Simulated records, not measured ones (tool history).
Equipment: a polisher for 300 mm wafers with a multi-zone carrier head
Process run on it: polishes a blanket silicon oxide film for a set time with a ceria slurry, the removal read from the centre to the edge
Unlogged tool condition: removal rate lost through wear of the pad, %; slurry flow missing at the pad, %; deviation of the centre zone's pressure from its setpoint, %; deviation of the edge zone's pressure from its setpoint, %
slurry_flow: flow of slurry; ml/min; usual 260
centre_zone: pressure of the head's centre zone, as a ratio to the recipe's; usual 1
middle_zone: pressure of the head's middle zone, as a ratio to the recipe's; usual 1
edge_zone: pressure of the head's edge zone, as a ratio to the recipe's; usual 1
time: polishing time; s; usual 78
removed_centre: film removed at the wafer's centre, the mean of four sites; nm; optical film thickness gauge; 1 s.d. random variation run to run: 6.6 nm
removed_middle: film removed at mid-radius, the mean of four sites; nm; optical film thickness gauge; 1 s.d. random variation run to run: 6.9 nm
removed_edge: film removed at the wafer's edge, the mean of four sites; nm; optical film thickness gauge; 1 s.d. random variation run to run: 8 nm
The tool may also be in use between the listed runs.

run	hour	slurry_flow	centre_zone	middle_zone	edge_zone	time	wafers since the last listed run	wafers polished on this pad	hours since the slurry nozzle was cleaned	hours since the centre zone pressure was calibrated	hours since the edge zone pressure was calibrated	hours since the carrier head's membrane was replaced	incoming thickness of the incoming film, nm	removed_centre	removed_middle	removed_edge
1	0	260	1	1	1	78	0	183	501.5	221.9	31.9	0.5	1705.5	525	539.2	541.3
2	5.5	260	1	1	1	98	39	223	507	227.4	37.4	6	1657.9	657.3	672.6	667.1
3	23.5	285	0.92	1.05	1	51	130	353	525	245.4	55.4	24	1651.9	331.2	378.2	363.9
4	40.4	260	0.95	1	1	78	122	475	541.9	262.3	72.3	40.9	1651.6	514.3	542.6	553.7
5	55.7	260	0.97	1	0.92	51	110	586	557.2	277.6	87.6	56.2	1640.2	344.9	353.5	342.9
6	69.6	335	1.07	1.1	1	78	100	687	571.1	291.5	101.5	70.1	1670.3	577	622.3	562.4
7	80.3	260	1	1	1	78	77	764	581.8	302.2	112.2	80.8	1663.9	539.6	555.9	523.7
8	87.9	215	1	0.9	1.03	56	54	819	589.4	309.8	119.8	88.4	1687	369.6	353.3	389.5
# hour 90: centre zone pressure recalibrated
# hour 105.7: worn pad replaced by a new one
9	106.2	230	0.94	0.89	1	78	88	3	607.7	16.2	138.1	106.7	1666.3	498.3	493.6	545.5
10	111.5	260	1.07	1	0.97	78	38	41	613	21.5	143.4	112	1684.1	562.5	543.7	551.2
# hour 127.3: slurry nozzle cleaned
11	127.8	285	0.92	1.05	1	51	110	152	0.5	37.8	159.7	128.3	1657.5	336.2	373.1	354
12	143	260	1.08	0.96	0.92	78	109	262	15.7	53	174.9	143.5	1659.3	572.7	521.8	532.1
13	158.7	215	1	1	0.89	61	113	375	31.4	68.7	190.6	159.2	1665	406.1	418.6	409.8
14	166.5	260	1	1.06	1.12	78	56	432	39.2	76.5	198.4	167	1656.3	536.2	576	561.5
15	173.7	260	1.08	1	1	78	52	484	46.4	83.7	205.6	174.2	1655	568.6	553.3	544.2
16	191.6	260	1	1.06	1	78	129	613	64.3	101.6	223.5	192.1	1689.3	543.4	574.2	546.3
17	221.2	260	1	1	1.05	78	214	828	93.9	131.2	253.1	221.7	1686.8	535.4	554.1	550.8
# hour 237.2: worn pad replaced by a new one
18	237.7	260	1	0.91	1	78	90	3	110.4	147.7	269.6	238.2	1669.3	537.1	497.2	536.5
19	243.9	260	1	1	1.1	59	44	48	116.6	153.9	275.8	244.4	1661.2	404.2	415.8	423.7
20	253.6	260	1	1	1	78	70	118	126.3	163.6	285.5	254.1	1675.1	529.4	553.6	548.8
21	269.9	330	1	1	0.95	91	117	236	142.6	179.9	301.8	270.4	1674.8	640.9	656.8	635.3
22	311.9	260	1	1	1	78	303	540	184.6	221.9	343.8	312.4	1668.8	526.5	553.3	557.6

Consider 4 possible next runs. They are alternatives, not a sequence: every one starts from the tool as it was left by run 22. What does each give?
A	312.4	260	1	1	1	78	3	543	185.1	222.4	344.3	312.9	1682.4	?	?	?
B	312.4	260	1	1	1.04	78	3	543	185.1	222.4	344.3	312.9	1682.4	?	?	?
C	312.4	300	1	1	1.08	78	3	543	185.1	222.4	344.3	312.9	1682.4	?	?	?
D	312.4	260	1	1	0.95	78	3	543	185.1	222.4	344.3	312.9	1682.4	?	?	?

run	removed_centre	removed_middle	removed_edge
A	529	543.8	551.8
B	529	543.8	559.5
C	538.5	552.6	574.2
D	529	543.8	542.2
With no hidden state in the tool, these same runs would have given:
run	removed_centre	removed_middle	removed_edge
A	529	543.8	551.8
B	529	543.8	559.5
C	538.5	552.6	574.2
D	529	543.8	542.2
